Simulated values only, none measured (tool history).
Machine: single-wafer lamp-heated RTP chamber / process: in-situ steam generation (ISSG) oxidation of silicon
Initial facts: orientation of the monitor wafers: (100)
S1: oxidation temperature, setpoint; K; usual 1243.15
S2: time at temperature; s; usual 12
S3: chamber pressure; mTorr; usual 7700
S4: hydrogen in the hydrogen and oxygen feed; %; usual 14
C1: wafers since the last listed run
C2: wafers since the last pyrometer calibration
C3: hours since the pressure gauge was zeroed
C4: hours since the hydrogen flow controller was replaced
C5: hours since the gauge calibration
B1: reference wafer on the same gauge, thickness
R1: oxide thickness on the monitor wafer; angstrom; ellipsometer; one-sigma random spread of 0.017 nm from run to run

run 1 hour=0.0 | S1=1243.15 S2=12 S3=7700 S4=11 | C1=0 C2=663 C3=1949.7 C4=2715.7 C5=419.0 | B1=4.151 | R1=35.72
run 2 hour=66.5 | S1=1243.15 S2=12 S3=7700 S4=11 | C1=814 C2=1477 C3=2016.2 C4=2782.2 C5=485.5 | B1=4.153 | R1=35.85
run 3 hour=96.0 | S1=1243.15 S2=12 S3=7700 S4=11 | C1=361 C2=1839 C3=2045.7 C4=2811.7 C5=515.0 | B1=4.150 | R1=35.84
run 4 hour=159.4 | S1=1243.15 S2=12 S3=7700 S4=14 | C1=776 C2=2616 C3=2109.1 C4=2875.1 C5=578.4 | B1=4.154 | R1=37.87
run 5 hour=207.8 | S1=1243.15 S2=12 S3=7700 S4=14 | C1=592 C2=3209 C3=2157.5 C4=2923.5 C5=626.8 | B1=4.151 | R1=38.25
run 6 hour=255.0 | S1=1243.15 S2=12 S3=7700 S4=14 | C1=578 C2=3787 C3=2204.7 C4=2970.7 C5=674.0 | B1=4.151 | R1=38.02
run 7 hour=299.3 | S1=1243.15 S2=12 S3=7700 S4=14 | C1=542 C2=4330 C3=2249.0 C4=3015.0 C5=718.3 | B1=4.150 | R1=38.40
run 8 hour=352.8 | S1=1243.15 S2=12 S3=7700 S4=12 | C1=655 C2=4985 C3=2302.5 C4=3068.5 C5=771.8 | B1=4.150 | R1=36.83
run 9 hour=380.6 | S1=1243.15 S2=12 S3=7700 S4=12 | C1=340 C2=5326 C3=2330.3 C4=3096.3 C5=799.6 | B1=4.151 | R1=37.19
run 10 hour=419.8 | S1=1243.15 S2=12 S3=7700 S4=12 | C1=480 C2=5806 C3=2369.5 C4=3135.5 C5=838.8 | B1=4.148 | R1=36.67
-- hour=434.5 hydrogen flow controller replaced
run 11 hour=510.2 | S1=1243.15 S2=12 S3=7700 S4=14 | C1=1009 C2=6815 C3=2459.9 C4=75.7 C5=929.2 | B1=4.154 | R1=38.44
run 12 hour=565.2 | S1=1243.15 S2=12 S3=8500 S4=14 | C1=673 C2=7489 C3=2514.9 C4=130.7 C5=984.2 | B1=4.150 | R1=38.89
run 13 hour=601.3 | S1=1251.15 S2=12 S3=6900 S4=14 | C1=442 C2=7931 C3=2551.0 C4=166.8 C5=1020.3 | B1=4.147 | R1=39.67
-- hour=618.5 pyrometer window cleaned and pyrometer calibrated
-- hour=644.3 gauge calibrated
run 14 hour=672.4 | S1=1243.15 S2=12 S3=8400 S4=14 | C1=773 C2=660 C3=2622.1 C4=237.9 C5=28.1 | B1=4.147 | R1=37.97
run 15 hour=734.8 | S1=1226.15 S2=12 S3=8300 S4=14 | C1=764 C2=1424 C3=2684.5 C4=300.3 C5=90.5 | B1=4.150 | R1=36.20
-- hour=749.8 pressure gauge zeroed
run 16 hour=777.5 | S1=1236.15 S2=14 S3=7100 S4=14 | C1=425 C2=1849 C3=27.7 C4=343.0 C5=133.2 | B1=4.150 | R1=39.37
run 17 hour=830.7 | S1=1243.15 S2=14 S3=7100 S4=18 | C1=651 C2=2501 C3=80.9 C4=396.2 C5=186.4 | B1=4.152 | R1=42.83
run 18 hour=897.0 | S1=1243.15 S2=12 S3=7700 S4=14 | C1=812 C2=3314 C3=147.2 C4=462.5 C5=252.7 | B1=4.148 | R1=37.89
run 19 hour=943.8 | S1=1224.15 S2=15 S3=7700 S4=14 | C1=573 C2=3887 C3=194.0 C4=509.3 C5=299.5 | B1=4.152 | R1=39.65
run 20 hour=990.1 | S1=1225.15 S2=11 S3=8500 S4=14 | C1=567 C2=4454 C3=240.3 C4=555.6 C5=345.8 | B1=4.153 | R1=35.31
run 21 hour=1034.7 | S1=1243.15 S2=12 S3=9100 S4=20 | C1=546 C2=5001 C3=284.9 C4=600.2 C5=390.4 | B1=4.147 | R1=41.56
run 22 hour=1073.6 | S1=1243.15 S2=12 S3=7700 S4=14 | C1=476 C2=5477 C3=323.8 C4=639.1 C5=429.3 | B1=4.146 | R1=38.58
run 23 hour=1144.7 | S1=1243.15 S2=12 S3=6900 S4=14 | C1=871 C2=6348 C3=394.9 C4=710.2 C5=500.4 | B1=4.149 | R1=38.26

3 ways to go on from here, each from the tool as it stands after run 23. What would each give?
run A hour=1145.1 | S1=1243.15 S2=8 S3=7700 S4=14 | C1=4 C2=6353 C3=395.3 C4=710.6 C5=500.8 | B1=? | R1=?
run B hour=1145.1 | S1=1243.15 S2=13 S3=6900 S4=23 | C1=4 C2=6353 C3=395.3 C4=710.6 C5=500.8 | B1=? | R1=?
run C hour=1145.1 | S1=1251.15 S2=12 S3=7700 S4=14 | C1=4 C2=6353 C3=395.3 C4=710.6 C5=500.8 | B1=? | R1=?

run=A B1=4.152 R1=32.72
run=B B1=4.152 R1=44.79
run=C B1=4.152 R1=39.49
Stripped of hidden state, with their random variation kept, the same runs would have yielded:
run=A R1=32.14
run=B R1=43.80
run=C R1=38.60

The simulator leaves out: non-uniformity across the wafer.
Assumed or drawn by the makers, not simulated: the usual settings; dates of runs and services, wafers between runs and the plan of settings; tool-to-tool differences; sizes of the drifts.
